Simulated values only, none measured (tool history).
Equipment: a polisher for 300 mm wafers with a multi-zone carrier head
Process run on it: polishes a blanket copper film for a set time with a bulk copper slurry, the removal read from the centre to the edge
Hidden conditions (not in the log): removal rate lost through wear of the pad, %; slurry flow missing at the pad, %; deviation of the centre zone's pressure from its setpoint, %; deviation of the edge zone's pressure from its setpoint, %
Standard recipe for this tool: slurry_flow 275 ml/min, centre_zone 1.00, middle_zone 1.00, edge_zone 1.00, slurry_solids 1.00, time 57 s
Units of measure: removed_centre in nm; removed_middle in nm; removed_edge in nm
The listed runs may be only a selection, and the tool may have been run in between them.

run   hour  slurry_flow  centre_zone  middle_zone  edge_zone  slurry_solids  time  wafers since the last listed run  wafers polished on this pad  hours since the slurry nozzle was cleaned  hours since the centre zone pressure was calibrated  hours since the edge zone pressure was calibrated  hours since the carrier head's membrane was replaced  incoming thickness of the incoming film, nm  removed_centre  removed_middle  removed_edge
  1    0.0          275         1.00         1.00       1.00           1.00    57                                 0                           98                                      260.5                                                191.9                                              153.9                                                1585.3                                       4081.8           455.3           460.8         466.3
  2   29.7          275         1.00         1.04       1.00           1.00    57                               221                          319                                      290.2                                                221.6                                              183.6                                                1615.0                                       4137.6           457.1           480.2         474.2
  3   57.0          275         1.00         0.89       1.00           1.00    57                               203                          523                                      317.5                                                248.9                                              210.9                                                1642.3                                       4087.0           457.2           412.8         481.8
  4   76.0          275         1.00         0.89       1.00           1.10    57                               141                          664                                      336.5                                                267.9                                              229.9                                                1661.3                                       4099.2           463.6           420.8         476.7
      97.2  -- carrier head's membrane replaced by a new one
  5  164.5          275         1.00         1.00       1.00           1.00    57                               621                         1286                                      425.0                                                356.4                                              318.4                                                  67.3                                       4036.5           445.2           435.6         460.4
  6  191.7          340         1.00         1.06       1.12           0.75    57                               202                         1489                                      452.2                                                383.6                                              345.6                                                  94.5                                       4128.0           429.1           441.1         457.5
  7  219.3          275         1.00         1.00       1.00           1.00    57                               205                         1694                                      479.8                                                411.2                                              373.2                                                 122.1                                       4087.4           447.9           446.6         468.3
     235.6  -- worn pad replaced by a new one
  8  236.1          200         1.00         1.00       0.91           0.90    57                                95                            3                                      496.6                                                428.0                                              390.0                                                 138.9                                       4137.1           397.0           398.2         412.9
  9  266.5          275         1.00         1.00       1.00           1.00    57                               226                          229                                      527.0                                                458.4                                              420.4                                                 169.3                                       4077.5           439.2           450.1         471.6
 10  296.4          240         1.00         0.94       1.00           0.85    39                               222                          452                                      556.9                                                488.3                                              450.3                                                 199.2                                       4052.8           283.4           264.2         299.4
 11  310.6          275         0.94         1.00       1.00           1.00    77                               105                          558                                      571.1                                                502.5                                              464.5                                                 213.4                                       4060.0           561.5           596.8         610.1
 12  323.2          275         1.00         1.00       1.10           1.20    57                                93                          652                                      583.7                                                515.1                                              477.1                                                 226.0                                       4096.8           465.8           479.0         502.6
 13  339.0          275         1.00         1.00       1.00           0.80    57                               117                          769                                      599.5                                                530.9                                              492.9                                                 241.8                                       4064.2           416.1           415.0         433.9
 14  357.8          275         1.00         1.08       1.00           1.00    72                               140                          909                                      618.3                                                549.7                                              511.7                                                 260.6                                       4101.9           553.2           601.5         595.9
 15  382.4          275         1.00         1.00       1.10           1.00    57                               183                         1092                                      642.9                                                574.3                                              536.3                                                 285.2                                       4069.0           441.9           443.5         486.8
 16  410.8          350         1.00         1.00       1.00           0.70    57                               211                         1304                                      671.3                                                602.7                                              564.7                                                 313.6                                       4124.9           416.7           419.7         425.3

Predict the results of run 17:
 17  434.7          275         1.00         1.00       1.00           1.00    57                               177                         1482                                      695.2                                                626.6                                              588.6                                                 337.5                                       4008.4               ?               ?             ?

removed_centre: 441.2 nm
removed_middle: 438.5 nm
removed_edge: 460.3 nm
Take away the tool's hidden state, keep the run-to-run variation as it was, and the same run would have given removed_centre 484.4 nm, removed_middle 476.8 nm, removed_edge 489.6 nm.
